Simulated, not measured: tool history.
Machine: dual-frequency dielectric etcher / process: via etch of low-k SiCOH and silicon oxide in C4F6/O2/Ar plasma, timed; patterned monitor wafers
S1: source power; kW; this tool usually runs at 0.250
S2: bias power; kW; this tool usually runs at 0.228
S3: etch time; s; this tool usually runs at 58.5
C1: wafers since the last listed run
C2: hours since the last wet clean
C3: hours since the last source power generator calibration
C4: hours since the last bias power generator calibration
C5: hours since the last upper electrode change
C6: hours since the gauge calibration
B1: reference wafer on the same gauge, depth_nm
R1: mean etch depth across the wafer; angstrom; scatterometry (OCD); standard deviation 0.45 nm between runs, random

| run | hour | S1 | S2 | S3 | C1 | C2 | C3 | C4 | C5 | C6 | B1 | R1 |
|---|---|---|---|---|---|---|---|---|---|---|---|---|
| 1 | 0.0 | 0.230 | 0.228 | 70.0 | 0 | 251.9 | 2697.4 | 1768.5 | 4130.4 | 440.4 | 165.0 | 1841 |
| 2 | 53.0 | 0.230 | 0.228 | 70.0 | 556 | 304.9 | 2750.4 | 1821.5 | 4183.4 | 493.4 | 165.1 | 1834 |
| 3 | 93.8 | 0.230 | 0.228 | 70.0 | 428 | 345.7 | 2791.2 | 1862.3 | 4224.2 | 534.2 | 164.8 | 1833 |
|  | 160.8 | wet clean of the chamber |
| 4 | 165.4 | 0.250 | 0.228 | 58.5 | 499 | 4.6 | 2862.8 | 1933.9 | 4295.8 | 605.8 | 164.8 | 1599 |
| 5 | 233.9 | 0.250 | 0.228 | 58.5 | 719 | 73.1 | 2931.3 | 2002.4 | 4364.3 | 674.3 | 165.0 | 1588 |
| 6 | 272.2 | 0.250 | 0.192 | 58.5 | 402 | 111.4 | 2969.6 | 2040.7 | 4402.6 | 712.6 | 165.0 | 1531 |
| 7 | 330.0 | 0.250 | 0.192 | 58.5 | 606 | 169.2 | 3027.4 | 2098.5 | 4460.4 | 770.4 | 164.8 | 1522 |
|  | 331.9 | gauge calibrated |
| 8 | 393.2 | 0.250 | 0.192 | 58.5 | 663 | 232.4 | 3090.6 | 2161.7 | 4523.6 | 61.3 | 164.8 | 1524 |
|  | 456.6 | bias power generator calibrated |
| 9 | 460.7 | 0.250 | 0.228 | 58.5 | 666 | 299.9 | 3158.1 | 4.1 | 4591.1 | 128.8 | 165.0 | 1580 |
|  | 517.6 | wet clean of the chamber |
| 10 | 518.1 | 0.200 | 0.228 | 58.5 | 350 | 0.5 | 3215.5 | 61.5 | 4648.5 | 186.2 | 165.0 | 1492 |
|  | 576.1 | upper electrode replaced |
| 11 | 576.6 | 0.230 | 0.245 | 42.5 | 362 | 59.0 | 3274.0 | 120.0 | 0.5 | 244.7 | 164.9 | 1149 |
| 12 | 633.7 | 0.220 | 0.260 | 50.5 | 599 | 116.1 | 3331.1 | 177.1 | 57.6 | 301.8 | 165.1 | 1363 |

What does the tool deliver on the next run?
|  | 646.0 | source power generator calibrated |
| 13 | 696.4 | 0.300 | 0.259 | 63.0 | 616 | 178.8 | 50.4 | 239.8 | 120.3 | 364.5 | ? | ? |

B1: 165.2
R1: 1882 angstrom
On a tool with no hidden condition, and with the same random variation, this run would have come out at R1 1895 angstrom.
